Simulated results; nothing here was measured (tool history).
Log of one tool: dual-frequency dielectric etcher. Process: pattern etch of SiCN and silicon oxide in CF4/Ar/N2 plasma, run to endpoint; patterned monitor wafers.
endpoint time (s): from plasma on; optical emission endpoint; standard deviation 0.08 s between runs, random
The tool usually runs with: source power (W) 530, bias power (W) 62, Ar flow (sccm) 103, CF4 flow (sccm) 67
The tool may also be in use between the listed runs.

run,hour,source power (W),bias power (W),Ar flow (sccm),CF4 flow (sccm),"incoming incoming film thickness, nm",endpoint time (s)
1,0,610,62,103,67,13.59,11.9
2,33.4,500,62,103,67,13.68,13.1
# hour 67.5: wet clean of the chamber
3,80,500,62,103,67,13.64,13.8
4,109.8,500,62,103,67,13.64,13.8
# hour 126: Ar flow controller replaced
5,157.5,530,62,103,61,13.7,13.7
6,188.8,530,62,103,67,13.62,13.1
7,234.6,530,62,103,67,13.69,13.2
8,299.5,530,62,103,67,13.58,12.8
9,326.6,530,62,103,67,13.65,13
10,392.1,530,62,103,67,13.62,12.9
11,459.4,530,62,82,59,13.53,12.7
12,501.6,530,76,86,67,13.5,11.8
# hour 515.8: CF4 flow controller replaced
# hour 530.4: upper electrode replaced
13,562.5,530,62,103,67,13.74,12.9
# hour 569.3: bias power generator calibrated
14,605,420,70,122,80,13.72,13.5
15,646.9,530,62,112,51,13.57,13.8
# hour 689: wet clean of the chamber
16,702.3,640,69,120,67,13.58,12.3
# hour 714.1: source power generator calibrated
17,770.2,530,62,103,67,13.61,13.5
18,798.1,530,62,89,53,13.61,13.9
19,861.9,530,62,103,67,13.63,13.3
20,899.4,530,62,103,67,13.6,13.3
21,959.4,460,62,95,67,13.6,13.9
22,995.9,530,50,103,67,13.67,13.9
23,1045.1,420,62,80,76,13.52,13.5

5 options for the next run, each taken on its own from the tool as it stands now. Forecast them:
A,1045.5,600,62,103,67,13.58,?
B,1045.5,530,53,103,67,13.58,?
C,1045.5,530,76,103,67,13.58,?
D,1045.5,530,62,88,74,13.58,?
E,1045.5,640,62,103,67,13.58,?

run,endpoint time (s)
A,12.3
B,13.5
C,12.4
D,12.4
E,11.9
With no hidden state in the tool, these same runs would have given:
run,endpoint time (s)
A,12.6
B,13.9
C,12.8
D,12.7
E,12.2
